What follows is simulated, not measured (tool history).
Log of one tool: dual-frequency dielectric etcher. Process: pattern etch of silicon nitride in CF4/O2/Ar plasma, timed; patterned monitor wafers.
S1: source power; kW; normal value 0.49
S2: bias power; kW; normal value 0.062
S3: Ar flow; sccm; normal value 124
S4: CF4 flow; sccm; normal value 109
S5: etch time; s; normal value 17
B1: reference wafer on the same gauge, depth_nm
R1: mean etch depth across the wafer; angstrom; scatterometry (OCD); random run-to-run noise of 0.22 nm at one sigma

run	hour	S1	S2	S3	S4	S5	B1	R1
1	0	0.49	0.062	131	109	17	31.29	341.9
2	74.8	0.43	0.062	124	109	17	31.37	310.7
3	158.3	0.49	0.052	124	115	17	31.49	323.3
4	221.8	0.49	0.052	124	115	17	31.72	327.1
5	339.2	0.49	0.052	124	115	17	31.11	318.6
6	410	0.49	0.062	124	109	17	31.22	345.4
7	483.9	0.49	0.062	124	109	17	31.28	348.1
8	562.7	0.49	0.062	144	109	17	31.43	337.1
9	645.2	0.56	0.067	124	116	15.5	31.55	371.6
10	728.1	0.49	0.053	124	109	17	31.74	322
11	773	0.42	0.062	124	87	17	30.9	299.1
12	861.4	0.49	0.073	143	134	17	30.91	369.8
13	920.7	0.49	0.062	131	109	17	30.94	340.6
14	995.7	0.45	0.062	124	130	13	31.06	249.3

Not shown here: 9 entries made in the log between runs. Locate each between two listed runs and compare the hidden state at the listed run before it with the hidden state at the listed run after it:
Runs 4 to 5: gauge calibrated (hour 249.1); wet clean of the chamber (hour 325.1); upper electrode replaced (hour 338.7)
  gauge reads high (%): 1.99 -> 0.264
  measured result minus the result with no hidden state, R1: +6.4 -> +0.9 angstrom
Runs 6 to 7: Ar flow controller replaced (hour 476.5)
  gauge reads high (%): 0.401 -> 0.625
  measured result minus the result with no hidden state, R1: +1.4 -> +2.2 angstrom
Runs 7 to 8: bias power generator calibrated (hour 550)
  gauge reads high (%): 0.625 -> 0.956
  measured result minus the result with no hidden state, R1: +2.2 -> +3.2 angstrom
Runs 8 to 9: CF4 flow controller replaced (hour 584.9); source power generator calibrated (hour 644.7)
  gauge reads high (%): 0.956 -> 1.4
  measured result minus the result with no hidden state, R1: +3.2 -> +5.1 angstrom
Runs 10 to 11: gauge calibrated (hour 754)
  gauge reads high (%): 1.96 -> -0.518
  measured result minus the result with no hidden state, R1: +6.1 -> -1.5 angstrom
Runs 11 to 12: wet clean of the chamber (hour 805.8)
  gauge reads high (%): -0.518 -> -0.432
  measured result minus the result with no hidden state, R1: -1.5 -> -1.6 angstrom
